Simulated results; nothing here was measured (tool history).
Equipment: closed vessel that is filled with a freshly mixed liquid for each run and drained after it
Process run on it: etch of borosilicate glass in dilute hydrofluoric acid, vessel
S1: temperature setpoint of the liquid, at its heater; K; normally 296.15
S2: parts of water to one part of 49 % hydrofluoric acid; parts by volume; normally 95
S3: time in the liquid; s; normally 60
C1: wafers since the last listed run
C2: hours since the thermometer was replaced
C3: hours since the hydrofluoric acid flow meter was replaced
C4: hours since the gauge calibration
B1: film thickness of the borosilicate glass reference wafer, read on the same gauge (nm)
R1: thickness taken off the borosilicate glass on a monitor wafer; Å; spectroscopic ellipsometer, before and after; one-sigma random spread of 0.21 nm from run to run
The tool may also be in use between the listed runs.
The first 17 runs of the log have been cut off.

{"run": 18, "day": 42.758, "S1": 300.65, "S2": 115, "S3": 30, "C1": 7927, "C2": 215.1, "C3": 1056.2, "C4": 1080.1, "B1": 40.01, "R1": 140.3}
{"run": 19, "day": 45.542, "S1": 296.15, "S2": 95, "S3": 60, "C1": 9209, "C2": 281.9, "C3": 1123, "C4": 1146.9, "B1": 40.01, "R1": 289}
{"run": 20, "day": 48.325, "S1": 296.15, "S2": 95, "S3": 75, "C1": 9209, "C2": 348.7, "C3": 1189.8, "C4": 1213.7, "B1": 39.98, "R1": 362}
{"run": 21, "day": 49.329, "S1": 296.15, "S2": 95, "S3": 60, "C1": 3322, "C2": 372.8, "C3": 1213.9, "C4": 1237.8, "B1": 39.98, "R1": 290.7}
{"run": 22, "day": 51.175, "S1": 300.65, "S2": 65, "S3": 50, "C1": 6107, "C2": 417.1, "C3": 1258.2, "C4": 1282.1, "B1": 39.97, "R1": 440.6}
{"run": 23, "day": 52.454, "S1": 298.15, "S2": 120, "S3": 70, "C1": 4232, "C2": 447.8, "C3": 1288.9, "C4": 1312.8, "B1": 39.98, "R1": 282.5}
{"run": 24, "day": 54.033, "S1": 296.15, "S2": 115, "S3": 45, "C1": 5225, "C2": 485.7, "C3": 1326.8, "C4": 1350.7, "B1": 40, "R1": 173.9}
{"run": 25, "day": 55.483, "S1": 299.65, "S2": 115, "S3": 60, "C1": 4797, "C2": 520.5, "C3": 1361.6, "C4": 1385.5, "B1": 40.04, "R1": 272.7}
{"run": 26, "day": 56.642, "S1": 291.15, "S2": 115, "S3": 75, "C1": 3832, "C2": 548.3, "C3": 1389.4, "C4": 1413.3, "B1": 40.02, "R1": 239.3}
{"day": 57.338, "done": "thermometer replaced, repeated, since the last time left the tool worse"}
{"run": 27, "day": 58.854, "S1": 296.15, "S2": 95, "S3": 75, "C1": 7182, "C2": 36.4, "C3": 1442.5, "C4": 1466.4, "B1": 39.96, "R1": 393.9}
{"run": 28, "day": 60.621, "S1": 300.15, "S2": 140, "S3": 70, "C1": 5845, "C2": 78.8, "C3": 1484.9, "C4": 1508.8, "B1": 39.98, "R1": 273.4}
{"run": 29, "day": 61.775, "S1": 296.15, "S2": 95, "S3": 30, "C1": 3818, "C2": 106.5, "C3": 1512.6, "C4": 1536.5, "B1": 40, "R1": 158}
{"run": 30, "day": 63.117, "S1": 296.15, "S2": 80, "S3": 90, "C1": 4439, "C2": 138.7, "C3": 1544.8, "C4": 1568.7, "B1": 40, "R1": 567.5}
{"run": 31, "day": 65.075, "S1": 296.15, "S2": 50, "S3": 70, "C1": 6479, "C2": 185.7, "C3": 1591.8, "C4": 1615.7, "B1": 40.03, "R1": 733.6}
{"run": 32, "day": 67.15, "S1": 296.15, "S2": 95, "S3": 60, "C1": 6865, "C2": 235.5, "C3": 1641.6, "C4": 1665.5, "B1": 40, "R1": 315}
{"day": 67.896, "done": "gauge calibrated"}
{"run": 33, "day": 69.312, "S1": 296.15, "S2": 115, "S3": 45, "C1": 7155, "C2": 287.4, "C3": 1693.5, "C4": 34, "B1": 40, "R1": 191.5}

4 ways to go on from here, each from the tool as it stands after run 33. What would each give?
{"run": "A", "day": 69.342, "S1": 296.15, "S2": 95, "S3": 85, "C1": 96, "C2": 288.1, "C3": 1694.2, "C4": 34.7, "B1": "?", "R1": "?"}
{"run": "B", "day": 69.342, "S1": 298.15, "S2": 95, "S3": 45, "C1": 96, "C2": 288.1, "C3": 1694.2, "C4": 34.7, "B1": "?", "R1": "?"}
{"run": "C", "day": 69.342, "S1": 298.65, "S2": 60, "S3": 95, "C1": 96, "C2": 288.1, "C3": 1694.2, "C4": 34.7, "B1": "?", "R1": "?"}
{"run": "D", "day": 69.342, "S1": 291.15, "S2": 95, "S3": 60, "C1": 96, "C2": 288.1, "C3": 1694.2, "C4": 34.7, "B1": "?", "R1": "?"}

run=A B1=40.02 R1=444
run=B B1=40.02 R1=254.6
run=C B1=40.02 R1=908.6
run=D B1=40.02 R1=255.2
What these runs would have given with no unlogged condition in the tool:
run=A R1=447.8
run=B R1=256.7
run=C R1=916.3
run=D R1=257.5
